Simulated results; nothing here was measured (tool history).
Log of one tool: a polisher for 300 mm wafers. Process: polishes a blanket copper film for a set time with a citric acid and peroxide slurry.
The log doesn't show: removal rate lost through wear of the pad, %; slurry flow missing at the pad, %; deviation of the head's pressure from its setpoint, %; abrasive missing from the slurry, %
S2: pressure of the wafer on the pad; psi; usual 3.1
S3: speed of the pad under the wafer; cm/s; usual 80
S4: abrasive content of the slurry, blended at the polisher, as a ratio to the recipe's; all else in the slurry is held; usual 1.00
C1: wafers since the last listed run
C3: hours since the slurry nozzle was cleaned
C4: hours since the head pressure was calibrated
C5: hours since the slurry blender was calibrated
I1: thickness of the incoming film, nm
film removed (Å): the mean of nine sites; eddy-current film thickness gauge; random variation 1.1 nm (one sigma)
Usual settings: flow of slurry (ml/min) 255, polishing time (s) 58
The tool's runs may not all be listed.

run 1 hour=0.0 | flow_of_slurry_(ml/min)=255 S2=3.1 S3=80 S4=1.00 polishing_time_(s)=58 | C1=0 wafers_polished_on_this_pad=6765 C3=96.3 C4=507.9 C5=303.2 | I1=766.9 | film_removed_(Å)=899
-- hour=35.8 worn pad replaced by a new one
run 2 hour=102.6 | flow_of_slurry_(ml/min)=190 S2=3.1 S3=80 S4=1.00 polishing_time_(s)=58 | C1=1146 wafers_polished_on_this_pad=776 C3=198.9 C4=610.5 C5=405.8 | I1=772.6 | film_removed_(Å)=832
run 3 hour=191.8 | flow_of_slurry_(ml/min)=255 S2=3.1 S3=80 S4=1.00 polishing_time_(s)=53 | C1=1036 wafers_polished_on_this_pad=1813 C3=288.1 C4=699.7 C5=495.0 | I1=762.5 | film_removed_(Å)=765
run 4 hour=259.0 | flow_of_slurry_(ml/min)=255 S2=3.1 S3=80 S4=1.00 polishing_time_(s)=53 | C1=781 wafers_polished_on_this_pad=2594 C3=355.3 C4=766.9 C5=562.2 | I1=777.9 | film_removed_(Å)=776
run 5 hour=308.9 | flow_of_slurry_(ml/min)=255 S2=3.1 S3=80 S4=1.00 polishing_time_(s)=53 | C1=580 wafers_polished_on_this_pad=3175 C3=405.2 C4=816.8 C5=612.1 | I1=769.6 | film_removed_(Å)=793
-- hour=337.8 slurry blender recalibrated
run 6 hour=345.3 | flow_of_slurry_(ml/min)=255 S2=3.1 S3=80 S4=1.00 polishing_time_(s)=58 | C1=399 wafers_polished_on_this_pad=3574 C3=441.6 C4=853.2 C5=7.5 | I1=781.1 | film_removed_(Å)=849
run 7 hour=425.8 | flow_of_slurry_(ml/min)=255 S2=3.1 S3=80 S4=1.00 polishing_time_(s)=58 | C1=935 wafers_polished_on_this_pad=4510 C3=522.1 C4=933.7 C5=88.0 | I1=771.1 | film_removed_(Å)=855
-- hour=458.6 slurry nozzle cleaned
run 8 hour=461.9 | flow_of_slurry_(ml/min)=255 S2=3.1 S3=80 S4=1.00 polishing_time_(s)=58 | C1=408 wafers_polished_on_this_pad=4918 C3=3.3 C4=969.8 C5=124.1 | I1=773.2 | film_removed_(Å)=888
run 9 hour=577.2 | flow_of_slurry_(ml/min)=255 S2=3.1 S3=98 S4=1.15 polishing_time_(s)=77 | C1=1340 wafers_polished_on_this_pad=6259 C3=118.6 C4=1085.1 C5=239.4 | I1=772.8 | film_removed_(Å)=1443
-- hour=595.9 worn pad replaced by a new one
-- hour=635.3 head pressure recalibrated
run 10 hour=674.6 | flow_of_slurry_(ml/min)=255 S2=3.1 S3=80 S4=1.00 polishing_time_(s)=52 | C1=1062 wafers_polished_on_this_pad=891 C3=216.0 C4=39.3 C5=336.8 | I1=760.0 | film_removed_(Å)=809
run 11 hour=746.7 | flow_of_slurry_(ml/min)=255 S2=3.1 S3=80 S4=1.00 polishing_time_(s)=43 | C1=838 wafers_polished_on_this_pad=1729 C3=288.1 C4=111.4 C5=408.9 | I1=771.2 | film_removed_(Å)=646
run 12 hour=806.3 | flow_of_slurry_(ml/min)=255 S2=2.0 S3=80 S4=1.00 polishing_time_(s)=58 | C1=692 wafers_polished_on_this_pad=2422 C3=347.7 C4=171.0 C5=468.5 | I1=765.4 | film_removed_(Å)=618
run 13 hour=875.2 | flow_of_slurry_(ml/min)=315 S2=3.9 S3=80 S4=1.00 polishing_time_(s)=58 | C1=800 wafers_polished_on_this_pad=3223 C3=416.6 C4=239.9 C5=537.4 | I1=764.5 | film_removed_(Å)=1075
-- hour=943.8 slurry blender recalibrated
run 14 hour=949.2 | flow_of_slurry_(ml/min)=255 S2=3.7 S3=80 S4=1.00 polishing_time_(s)=58 | C1=837 wafers_polished_on_this_pad=4060 C3=490.6 C4=313.9 C5=5.4 | I1=769.9 | film_removed_(Å)=987
run 15 hour=1026.5 | flow_of_slurry_(ml/min)=255 S2=3.1 S3=80 S4=1.00 polishing_time_(s)=58 | C1=898 wafers_polished_on_this_pad=4959 C3=567.9 C4=391.2 C5=82.7 | I1=755.1 | film_removed_(Å)=853
-- hour=1075.9 slurry nozzle cleaned
run 16 hour=1121.9 | flow_of_slurry_(ml/min)=330 S2=2.5 S3=58 S4=0.80 polishing_time_(s)=58 | C1=1097 wafers_polished_on_this_pad=6056 C3=46.0 C4=486.6 C5=178.1 | I1=759.9 | film_removed_(Å)=541
run 17 hour=1187.5 | flow_of_slurry_(ml/min)=255 S2=3.1 S3=98 S4=1.15 polishing_time_(s)=49 | C1=762 wafers_polished_on_this_pad=6819 C3=111.6 C4=552.2 C5=243.7 | I1=775.1 | film_removed_(Å)=917
run 18 hour=1231.4 | flow_of_slurry_(ml/min)=255 S2=3.1 S3=80 S4=1.00 polishing_time_(s)=58 | C1=510 wafers_polished_on_this_pad=7329 C3=155.5 C4=596.1 C5=287.6 | I1=776.8 | film_removed_(Å)=847
-- hour=1242.0 worn pad replaced by a new one
run 19 hour=1323.7 | flow_of_slurry_(ml/min)=255 S2=3.1 S3=80 S4=1.00 polishing_time_(s)=58 | C1=1026 wafers_polished_on_this_pad=950 C3=247.8 C4=688.4 C5=379.9 | I1=774.7 | film_removed_(Å)=867
run 20 hour=1430.5 | flow_of_slurry_(ml/min)=255 S2=3.1 S3=80 S4=1.00 polishing_time_(s)=58 | C1=1241 wafers_polished_on_this_pad=2191 C3=354.6 C4=795.2 C5=486.7 | I1=762.2 | film_removed_(Å)=838
run 21 hour=1486.5 | flow_of_slurry_(ml/min)=255 S2=2.8 S3=80 S4=1.00 polishing_time_(s)=58 | C1=651 wafers_polished_on_this_pad=2842 C3=410.6 C4=851.2 C5=542.7 | I1=772.3 | film_removed_(Å)=781
run 22 hour=1544.7 | flow_of_slurry_(ml/min)=210 S2=3.1 S3=80 S4=0.90 polishing_time_(s)=52 | C1=676 wafers_polished_on_this_pad=3519 C3=468.8 C4=909.4 C5=600.9 | I1=759.3 | film_removed_(Å)=711
-- hour=1608.2 slurry blender recalibrated
run 23 hour=1622.5 | flow_of_slurry_(ml/min)=325 S2=3.1 S3=96 S4=1.30 polishing_time_(s)=69 | C1=881 wafers_polished_on_this_pad=4400 C3=546.6 C4=987.2 C5=14.3 | I1=775.5 | film_removed_(Å)=1289
run 24 hour=1689.6 | flow_of_slurry_(ml/min)=255 S2=3.1 S3=70 S4=1.00 polishing_time_(s)=50 | C1=780 wafers_polished_on_this_pad=5180 C3=613.7 C4=1054.3 C5=81.4 | I1=761.5 | film_removed_(Å)=635
-- hour=1716.5 slurry nozzle cleaned
run 25 hour=1727.6 | flow_of_slurry_(ml/min)=255 S2=3.1 S3=104 S4=1.20 polishing_time_(s)=58 | C1=430 wafers_polished_on_this_pad=5610 C3=11.1 C4=1092.3 C5=119.4 | I1=774.4 | film_removed_(Å)=1155
run 26 hour=1767.2 | flow_of_slurry_(ml/min)=285 S2=3.1 S3=80 S4=1.00 polishing_time_(s)=58 | C1=460 wafers_polished_on_this_pad=6070 C3=50.7 C4=1131.9 C5=159.0 | I1=771.1 | film_removed_(Å)=877
-- hour=1865.7 worn pad replaced by a new one
run 27 hour=1866.2 | flow_of_slurry_(ml/min)=255 S2=3.1 S3=80 S4=0.80 polishing_time_(s)=47 | C1=1104 wafers_polished_on_this_pad=5 C3=149.7 C4=1230.9 C5=258.0 | I1=754.6 | film_removed_(Å)=661
run 28 hour=1936.3 | flow_of_slurry_(ml/min)=255 S2=3.1 S3=80 S4=1.00 polishing_time_(s)=58 | C1=814 wafers_polished_on_this_pad=820 C3=219.8 C4=1301.0 C5=328.1 | I1=766.3 | film_removed_(Å)=849
run 29 hour=1987.3 | flow_of_slurry_(ml/min)=255 S2=3.1 S3=80 S4=1.00 polishing_time_(s)=58 | C1=592 wafers_polished_on_this_pad=1413 C3=270.8 C4=1352.0 C5=379.1 | I1=766.5 | film_removed_(Å)=837

5 ways to go on from here, each from the tool as it stands after run 29. What would each give?
run A hour=1987.7 | flow_of_slurry_(ml/min)=255 S2=3.1 S3=80 S4=1.00 polishing_time_(s)=58 | C1=4 wafers_polished_on_this_pad=1418 C3=271.2 C4=1352.4 C5=379.5 | I1=762.5 | film_removed_(Å)=?
run B hour=1987.7 | flow_of_slurry_(ml/min)=325 S2=3.1 S3=80 S4=1.00 polishing_time_(s)=58 | C1=4 wafers_polished_on_this_pad=1418 C3=271.2 C4=1352.4 C5=379.5 | I1=762.5 | film_removed_(Å)=?
run C hour=1987.7 | flow_of_slurry_(ml/min)=185 S2=2.4 S3=88 S4=1.00 polishing_time_(s)=74 | C1=4 wafers_polished_on_this_pad=1418 C3=271.2 C4=1352.4 C5=379.5 | I1=762.5 | film_removed_(Å)=?
run D hour=1987.7 | flow_of_slurry_(ml/min)=220 S2=4.1 S3=108 S4=1.00 polishing_time_(s)=67 | C1=4 wafers_polished_on_this_pad=1418 C3=271.2 C4=1352.4 C5=379.5 | I1=762.5 | film_removed_(Å)=?
run E hour=1987.7 | flow_of_slurry_(ml/min)=200 S2=2.5 S3=80 S4=1.00 polishing_time_(s)=58 | C1=4 wafers_polished_on_this_pad=1418 C3=271.2 C4=1352.4 C5=379.5 | I1=762.5 | film_removed_(Å)=?

run=A film_removed_(Å)=862
run=B film_removed_(Å)=886
run=C film_removed_(Å)=937
run=D film_removed_(Å)=1658
run=E film_removed_(Å)=700
Without the tool's hidden state the same runs would have given:
run=A film_removed_(Å)=961
run=B film_removed_(Å)=981
run=C film_removed_(Å)=1057
run=D film_removed_(Å)=1859
run=E film_removed_(Å)=787

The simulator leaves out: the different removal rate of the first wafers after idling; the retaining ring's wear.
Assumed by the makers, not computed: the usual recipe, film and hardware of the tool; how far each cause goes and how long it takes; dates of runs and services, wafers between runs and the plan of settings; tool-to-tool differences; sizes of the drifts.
